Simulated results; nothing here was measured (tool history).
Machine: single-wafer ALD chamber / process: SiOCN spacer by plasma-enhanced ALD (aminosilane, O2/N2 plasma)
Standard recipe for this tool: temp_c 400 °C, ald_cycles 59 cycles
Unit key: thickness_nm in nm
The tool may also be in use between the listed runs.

| run | hour | temp_c | ald_cycles | wafers since the last listed run | hours since the last thermocouple change | hours since the gauge calibration | read-back reference wafer on the same gauge, thickness_nm | thickness_nm |
|---|---|---|---|---|---|---|---|---|
| 1 | 0.0 | 391 | 59 | 0 | 445.4 | 591.5 | 3.691 | 3.394 |
| 2 | 6.9 | 391 | 59 | 21 | 452.3 | 598.4 | 3.693 | 3.397 |
| 3 | 19.0 | 400 | 59 | 37 | 464.4 | 610.5 | 3.691 | 3.382 |
| 4 | 25.4 | 400 | 59 | 20 | 470.8 | 616.9 | 3.689 | 3.384 |
| 5 | 33.1 | 400 | 59 | 24 | 478.5 | 624.6 | 3.691 | 3.387 |
| 6 | 49.1 | 400 | 59 | 50 | 494.5 | 640.6 | 3.686 | 3.385 |
| 7 | 69.7 | 400 | 59 | 64 | 515.1 | 661.2 | 3.688 | 3.374 |
| 8 | 81.6 | 400 | 59 | 37 | 527.0 | 673.1 | 3.686 | 3.379 |
| 9 | 130.5 | 388 | 59 | 153 | 575.9 | 722.0 | 3.682 | 3.384 |
| 10 | 139.1 | 388 | 59 | 26 | 584.5 | 730.6 | 3.681 | 3.362 |
| 11 | 148.6 | 388 | 59 | 29 | 594.0 | 740.1 | 3.680 | 3.370 |
| 12 | 160.5 | 400 | 59 | 37 | 605.9 | 752.0 | 3.682 | 3.366 |
| 13 | 213.7 | 400 | 59 | 166 | 659.1 | 805.2 | 3.672 | 3.365 |
|  | 228.5 | gauge calibrated |
| 14 | 240.7 | 400 | 59 | 84 | 686.1 | 12.2 | 3.740 | 3.421 |
| 15 | 253.9 | 400 | 59 | 41 | 699.3 | 25.4 | 3.739 | 3.423 |
| 16 | 270.0 | 400 | 59 | 50 | 715.4 | 41.5 | 3.741 | 3.430 |
| 17 | 285.1 | 396 | 59 | 47 | 730.5 | 56.6 | 3.739 | 3.430 |
| 18 | 302.7 | 400 | 54 | 55 | 748.1 | 74.2 | 3.733 | 3.124 |
| 19 | 309.8 | 400 | 54 | 22 | 755.2 | 81.3 | 3.731 | 3.138 |
| 20 | 322.2 | 400 | 59 | 38 | 767.6 | 93.7 | 3.734 | 3.432 |
| 21 | 329.0 | 400 | 59 | 21 | 774.4 | 100.5 | 3.733 | 3.418 |
| 22 | 342.5 | 400 | 59 | 42 | 787.9 | 114.0 | 3.727 | 3.414 |
| 23 | 351.9 | 396 | 49 | 29 | 797.3 | 123.4 | 3.731 | 2.849 |
| 24 | 361.5 | 400 | 59 | 30 | 806.9 | 133.0 | 3.728 | 3.419 |
| 25 | 376.3 | 400 | 69 | 46 | 821.7 | 147.8 | 3.727 | 3.988 |
| 26 | 384.6 | 392 | 65 | 25 | 830.0 | 156.1 | 3.731 | 3.780 |
| 27 | 396.8 | 412 | 69 | 38 | 842.2 | 168.3 | 3.727 | 3.859 |
| 28 | 411.0 | 400 | 59 | 44 | 856.4 | 182.5 | 3.724 | 3.418 |
| 29 | 419.8 | 387 | 70 | 27 | 865.2 | 191.3 | 3.724 | 4.065 |
| 30 | 468.2 | 414 | 69 | 151 | 913.6 | 239.7 | 3.719 | 3.806 |
|  | 492.0 | thermocouple changed; heater temperature recalibrated |
| 31 | 492.5 | 410 | 52 | 51 | 0.5 | 264.0 | 3.717 | 2.908 |
| 32 | 500.5 | 390 | 66 | 25 | 8.5 | 272.0 | 3.715 | 3.808 |
| 33 | 517.0 | 400 | 59 | 51 | 25.0 | 288.5 | 3.716 | 3.414 |
| 34 | 528.0 | 394 | 63 | 34 | 36.0 | 299.5 | 3.714 | 3.650 |
| 35 | 542.4 | 400 | 59 | 45 | 50.4 | 313.9 | 3.711 | 3.409 |
| 36 | 552.2 | 412 | 59 | 30 | 60.2 | 323.7 | 3.711 | 3.273 |
| 37 | 567.2 | 400 | 59 | 46 | 75.2 | 338.7 | 3.710 | 3.404 |
| 38 | 581.4 | 393 | 67 | 44 | 89.4 | 352.9 | 3.706 | 3.877 |

What will run 39 give?
| 39 | 595.8 | 400 | 64 | 45 | 103.8 | 367.3 | ? | ? |

read-back reference wafer on the same gauge, thickness_nm: 3.711
thickness_nm: 3.686 nm
Without the tool's hidden state the same run would have given thickness_nm 3.719 nm.
